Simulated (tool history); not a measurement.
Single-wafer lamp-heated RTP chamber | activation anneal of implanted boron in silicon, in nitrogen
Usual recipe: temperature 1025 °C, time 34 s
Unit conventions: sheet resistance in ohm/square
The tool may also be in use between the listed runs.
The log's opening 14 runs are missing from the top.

| run | hour | temperature | time | wafers since the last listed run | wafers since the last pyrometer calibration | wafers since the reflector plate was cleaned | hours since the gauge calibration | read-back reference wafer on the same gauge, sheet resistance | sheet resistance |
|---|---|---|---|---|---|---|---|---|---|
| 15 | 369.5 | 1025 | 34 | 244 | 3244 | 1554 | 121.3 | 545.78 | 671.08 |
| 16 | 398.7 | 1041 | 50 | 244 | 3488 | 1799 | 150.5 | 544.67 | 665.97 |
| 17 | 411.6 | 1025 | 34 | 108 | 3596 | 1907 | 163.4 | 544.52 | 667.45 |
|  | 424.3 | pyrometer window cleaned and pyrometer calibrated |
| 18 | 441.7 | 1025 | 50 | 185 | 145 | 2092 | 193.5 | 543.78 | 665.79 |
| 19 | 455.9 | 1025 | 41 | 118 | 264 | 2211 | 207.7 | 543.65 | 666.85 |
| 20 | 474.3 | 1025 | 34 | 154 | 418 | 2365 | 226.1 | 543.27 | 667.76 |
| 21 | 494.2 | 1025 | 34 | 166 | 585 | 2531 | 246 | 542.84 | 666.61 |
| 22 | 508.1 | 1015 | 46 | 116 | 701 | 2648 | 259.9 | 542.71 | 665.59 |
|  | 532.1 | reflector plate cleaned |
| 23 | 532.5 | 1025 | 18 | 137 | 839 | 3 | 284.3 | 542.45 | 669.1 |
| 24 | 547.6 | 1045 | 47 | 126 | 965 | 129 | 299.4 | 542.45 | 661.85 |
| 25 | 578.9 | 1025 | 34 | 262 | 1227 | 391 | 330.7 | 542.33 | 666.06 |
| 26 | 598.6 | 1046 | 21 | 164 | 1392 | 556 | 350.4 | 541.79 | 666.41 |
| 27 | 611.2 | 1046 | 53 | 105 | 1498 | 662 | 363 | 541.71 | 662.15 |
| 28 | 627 | 1049 | 43 | 132 | 1630 | 794 | 378.8 | 541.97 | 660.83 |
| 29 | 640.3 | 1025 | 34 | 111 | 1741 | 905 | 392.1 | 541.42 | 665.71 |
| 30 | 671.4 | 1025 | 34 | 260 | 2002 | 1166 | 423.2 | 541.29 | 665.76 |
| 31 | 697.3 | 1025 | 21 | 216 | 2219 | 1383 | 449.1 | 541.16 | 665.77 |
|  | 724.8 | gauge calibrated |
| 32 | 730.8 | 1013 | 42 | 280 | 2499 | 1663 | 6 | 548.7 | 675.11 |
| 33 | 765.9 | 1025 | 34 | 293 | 2793 | 1957 | 41.1 | 546.84 | 671.3 |
| 34 | 782 | 1000 | 21 | 134 | 2928 | 2092 | 57.2 | 546.04 | 674.54 |
|  | 813.4 | pyrometer window cleaned and pyrometer calibrated |
| 35 | 815.7 | 1053 | 14 | 215 | 19 | 2307 | 90.9 | 544.56 | 672.59 |
|  | 846.1 | reflector plate cleaned |
| 36 | 862.2 | 1054 | 42 | 322 | 341 | 135 | 137.4 | 543.7 | 663.39 |
| 37 | 889.7 | 996 | 20 | 230 | 571 | 365 | 164.9 | 542.75 | 670.59 |

Each row is a separate what-if for the run after 37, all from the same tool condition, not one after another. Results?
| A | 890.1 | 1025 | 34 | 3 | 575 | 368 | 165.3 | ? | ? |
| B | 890.1 | 1008 | 17 | 3 | 575 | 368 | 165.3 | ? | ? |
| C | 890.1 | 1025 | 49 | 3 | 575 | 368 | 165.3 | ? | ? |
| D | 890.1 | 1039 | 26 | 3 | 575 | 368 | 165.3 | ? | ? |

| run | read-back reference wafer on the same gauge, sheet resistance | sheet resistance |
|---|---|---|
| A | 542.58 | 664.64 |
| B | 542.58 | 667.59 |
| C | 542.58 | 663.07 |
| D | 542.58 | 665.15 |
Without the tool's unlogged condition, the same runs would have read:
| run | sheet resistance |
|---|---|
| A | 673.64 |
| B | 676.63 |
| C | 672.05 |
| D | 674.16 |
